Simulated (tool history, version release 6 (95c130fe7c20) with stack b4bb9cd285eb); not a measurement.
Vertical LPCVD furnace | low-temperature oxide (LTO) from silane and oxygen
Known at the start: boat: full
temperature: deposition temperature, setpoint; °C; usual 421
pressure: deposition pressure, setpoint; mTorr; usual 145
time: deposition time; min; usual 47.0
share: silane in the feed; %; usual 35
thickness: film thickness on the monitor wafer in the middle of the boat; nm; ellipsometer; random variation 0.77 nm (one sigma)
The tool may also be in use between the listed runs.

run,day,temperature,pressure,time,share,"read-back reference wafer on the same gauge, thickness",thickness
1,0.000,421,145,47.0,35,265.51,260.73
2,1.667,421,145,47.0,35,265.62,260.75
3,4.100,421,145,47.0,35,266.05,261.69
4,6.450,421,145,47.0,35,266.92,261.45
# day 9.817: silane flow controller replaced
5,9.838,421,145,47.0,35,267.02,262.65
6,10.046,421,145,47.0,35,267.36,263.50
7,11.667,421,145,47.0,35,267.55,263.23
8,12.992,412,145,47.0,35,267.90,240.37
9,15.975,424,125,60.0,37,268.83,321.81
10,18.317,414,145,47.0,35,269.19,246.25
# day 19.888: pressure gauge zeroed
# day 20.546: gauge calibrated
# day 20.596: thermocouples replaced and temperature profile calibrated
11,20.617,431,155,36.0,30,265.18,193.56
12,21.388,421,145,53.5,35,265.16,296.87
13,23.096,426,165,34.0,38,265.58,249.19
14,25.567,421,145,41.5,33,266.28,213.44
15,27.058,421,145,47.0,35,266.55,261.70
16,29.446,421,170,54.0,40,267.28,416.01

3 ways to go on from here, each from the tool as it stands after run 16. What would each give?
A,29.662,421,145,47.0,35,?,?
B,29.662,432,115,28.5,35,?,?
C,29.662,409,145,35.5,31,?,?

run,"read-back reference wafer on the same gauge, thickness",thickness
A,267.05,262.59
B,267.05,141.52
C,267.05,147.63
Without the tool's hidden state the same runs would have given:
run,thickness
A,260.41
B,140.35
C,146.41
